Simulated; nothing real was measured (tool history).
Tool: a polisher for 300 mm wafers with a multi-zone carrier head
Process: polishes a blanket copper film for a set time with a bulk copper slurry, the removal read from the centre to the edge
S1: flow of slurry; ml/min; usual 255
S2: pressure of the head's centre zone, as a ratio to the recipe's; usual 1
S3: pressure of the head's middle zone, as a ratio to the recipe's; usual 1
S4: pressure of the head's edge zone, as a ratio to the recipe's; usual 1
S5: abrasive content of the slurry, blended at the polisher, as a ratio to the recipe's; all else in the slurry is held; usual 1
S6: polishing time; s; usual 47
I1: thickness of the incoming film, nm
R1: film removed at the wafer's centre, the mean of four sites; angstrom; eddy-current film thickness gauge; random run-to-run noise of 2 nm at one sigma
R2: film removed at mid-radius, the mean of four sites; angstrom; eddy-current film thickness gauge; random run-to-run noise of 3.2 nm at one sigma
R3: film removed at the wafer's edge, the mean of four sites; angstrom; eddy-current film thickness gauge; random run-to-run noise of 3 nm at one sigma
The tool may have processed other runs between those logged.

run 1 day=0 | S1=255 S2=1 S3=1 S4=1 S5=1 S6=47 | I1=4587.6 | R1=3103 R2=3174 R3=3303
run 2 day=0.458 | S1=255 S2=1 S3=1 S4=1 S5=1 S6=47 | I1=4554 | R1=3051 R2=3159 R3=3248
run 3 day=0.708 | S1=255 S2=1 S3=1 S4=1 S5=1 S6=47 | I1=4628.9 | R1=2994 R2=3090 R3=3190
run 4 day=1.188 | S1=255 S2=1 S3=1 S4=1 S5=1 S6=42 | I1=4502.8 | R1=2618 R2=2781 R3=2826
-- day=2.042 worn pad replaced by a new one
run 5 day=3.3 | S1=255 S2=1 S3=1 S4=1 S5=1 S6=42 | I1=4556.1 | R1=2688 R2=2772 R3=2867
run 6 day=3.629 | S1=275 S2=1 S3=1 S4=1 S5=1 S6=47 | I1=4581 | R1=2983 R2=3147 R3=3222
-- day=4.038 carrier head's membrane replaced by a new one
-- day=4.046 centre zone pressure recalibrated
-- day=4.446 worn pad replaced by a new one
-- day=4.983 edge zone pressure recalibrated
run 7 day=5.004 | S1=275 S2=1 S3=1 S4=1 S5=1 S6=47 | I1=4601 | R1=3091 R2=3133 R3=3281
run 8 day=5.462 | S1=275 S2=1 S3=1 S4=1 S5=1 S6=47 | I1=4581.9 | R1=3003 R2=3144 R3=3200
run 9 day=5.925 | S1=255 S2=0.91 S3=1.09 S4=0.94 S5=1 S6=62 | I1=4621.5 | R1=3538 R2=4288 R3=3975
run 10 day=6.221 | S1=255 S2=1 S3=1 S4=1 S5=1 S6=32 | I1=4562.1 | R1=1964 R2=2042 R3=2120
run 11 day=6.542 | S1=275 S2=1 S3=1 S4=1 S5=1 S6=47 | I1=4645.2 | R1=2855 R2=2989 R3=3139
run 12 day=6.954 | S1=255 S2=1 S3=1 S4=1 S5=1 S6=31 | I1=4569.5 | R1=1857 R2=1894 R3=2037
-- day=7.317 worn pad replaced by a new one
-- day=7.458 slurry nozzle cleaned
run 13 day=7.662 | S1=275 S2=1 S3=1 S4=1 S5=1 S6=47 | I1=4650.7 | R1=3266 R2=3390 R3=3462
run 14 day=8.396 | S1=205 S2=0.96 S3=1 S4=1 S5=1 S6=61 | I1=4492 | R1=3826 R2=4171 R3=4238
run 15 day=8.792 | S1=255 S2=0.92 S3=1.09 S4=1 S5=1 S6=37 | I1=4583.7 | R1=2278 R2=2724 R3=2603
-- day=9.592 worn pad replaced by a new one
run 16 day=9.612 | S1=320 S2=1 S3=1 S4=1.04 S5=1 S6=47 | I1=4568.8 | R1=3366 R2=3508 R3=3547
run 17 day=9.954 | S1=255 S2=1 S3=1 S4=1 S5=1 S6=32 | I1=4547.7 | R1=2206 R2=2306 R3=2344

3 options for the next run, each taken on its own from the tool as it stands now. Forecast them:
run A day=9.971 | S1=255 S2=1 S3=1 S4=1 S5=1 S6=47 | I1=4589.9 | R1=? R2=? R3=?
run B day=9.971 | S1=255 S2=1.06 S3=1 S4=1 S5=0.85 S6=47 | I1=4589.9 | R1=? R2=? R3=?
run C day=9.971 | S1=255 S2=1 S3=1.07 S4=1 S5=1.25 S6=41 | I1=4589.9 | R1=? R2=? R3=?

run=A R1=3258 R2=3324 R3=3424
run=B R1=3311 R2=3185 R3=3282
run=C R1=3011 R2=3252 R3=3161
Take away the tool's hidden state, keep each run's random variation, and the runs would have read:
run=A R1=3313 R2=3380 R3=3482
run=B R1=3368 R2=3239 R3=3338
run=C R1=3062 R2=3307 R3=3214
